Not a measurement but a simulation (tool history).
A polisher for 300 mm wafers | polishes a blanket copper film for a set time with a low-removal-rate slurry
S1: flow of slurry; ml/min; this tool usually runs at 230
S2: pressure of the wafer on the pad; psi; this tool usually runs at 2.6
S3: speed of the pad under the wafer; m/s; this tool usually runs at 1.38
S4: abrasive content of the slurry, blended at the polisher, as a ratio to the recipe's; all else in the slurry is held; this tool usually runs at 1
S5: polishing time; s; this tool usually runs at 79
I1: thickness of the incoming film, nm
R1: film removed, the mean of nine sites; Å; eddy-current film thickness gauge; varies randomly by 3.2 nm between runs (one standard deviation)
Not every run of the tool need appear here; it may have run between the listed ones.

run 1 hour=0 | S1=230 S2=2.6 S3=1.38 S4=1 S5=79 | I1=1146.9 | R1=2552
-- hour=37.8 worn pad replaced by a new one
run 2 hour=80.4 | S1=230 S2=2.6 S3=1.38 S4=1 S5=79 | I1=1132.5 | R1=2549
-- hour=96.3 slurry blender recalibrated
run 3 hour=172.1 | S1=230 S2=2.6 S3=1.38 S4=1 S5=79 | I1=1134.1 | R1=2635
run 4 hour=230.4 | S1=230 S2=2.6 S3=1.38 S4=1 S5=79 | I1=1139.4 | R1=2619
-- hour=268.1 worn pad replaced by a new one
run 5 hour=286.3 | S1=230 S2=2.6 S3=1.38 S4=1 S5=79 | I1=1155.4 | R1=2671
run 6 hour=366.9 | S1=230 S2=2.6 S3=1.38 S4=1 S5=79 | I1=1149.6 | R1=2561
-- hour=406.3 slurry nozzle cleaned
-- hour=452.4 worn pad replaced by a new one
-- hour=466.4 slurry blender recalibrated
run 7 hour=469.4 | S1=230 S2=2.9 S3=1.38 S4=1 S5=79 | I1=1166.7 | R1=2995
run 8 hour=521.1 | S1=230 S2=1.8 S3=1.58 S4=1 S5=97 | I1=1146.5 | R1=2581
run 9 hour=624.6 | S1=300 S2=2.6 S3=1.38 S4=0.9 S5=94 | I1=1130.3 | R1=3146
-- hour=665.6 worn pad replaced by a new one
run 10 hour=714.4 | S1=230 S2=2.6 S3=1.38 S4=1 S5=79 | I1=1148.5 | R1=2601
-- hour=748.4 slurry nozzle cleaned
run 11 hour=767 | S1=230 S2=2.6 S3=1.38 S4=0.85 S5=79 | I1=1135 | R1=2473
-- hour=808.7 head pressure recalibrated
run 12 hour=847.6 | S1=230 S2=2.6 S3=1.56 S4=1.1 S5=58 | I1=1144.8 | R1=2088
-- hour=876.4 worn pad replaced by a new one
-- hour=889.1 slurry blender recalibrated
run 13 hour=921.3 | S1=230 S2=2.6 S3=1.38 S4=1 S5=79 | I1=1144.2 | R1=2649
run 14 hour=973.1 | S1=195 S2=2.6 S3=1.38 S4=1.3 S5=79 | I1=1139.1 | R1=2666
run 15 hour=1030.1 | S1=230 S2=2.6 S3=1.66 S4=1 S5=79 | I1=1148.5 | R1=3165

Alternative continuations, all from the tool just after run 15; predict every row:
run A hour=1030.6 | S1=230 S2=2.6 S3=1.38 S4=1.2 S5=79 | I1=1159 | R1=?
run B hour=1030.6 | S1=230 S2=2.6 S3=1.38 S4=1.15 S5=55 | I1=1159 | R1=?
run C hour=1030.6 | S1=230 S2=1.8 S3=1.38 S4=1.1 S5=79 | I1=1159 | R1=?
run D hour=1030.6 | S1=230 S2=2.6 S3=1.38 S4=1 S5=86 | I1=1159 | R1=?

run=A R1=2704
run=B R1=1870
run=C R1=1847
run=D R1=2864
With no hidden state in the tool, these same runs would have given:
run=A R1=2740
run=B R1=1895
run=C R1=1872
run=D R1=2901
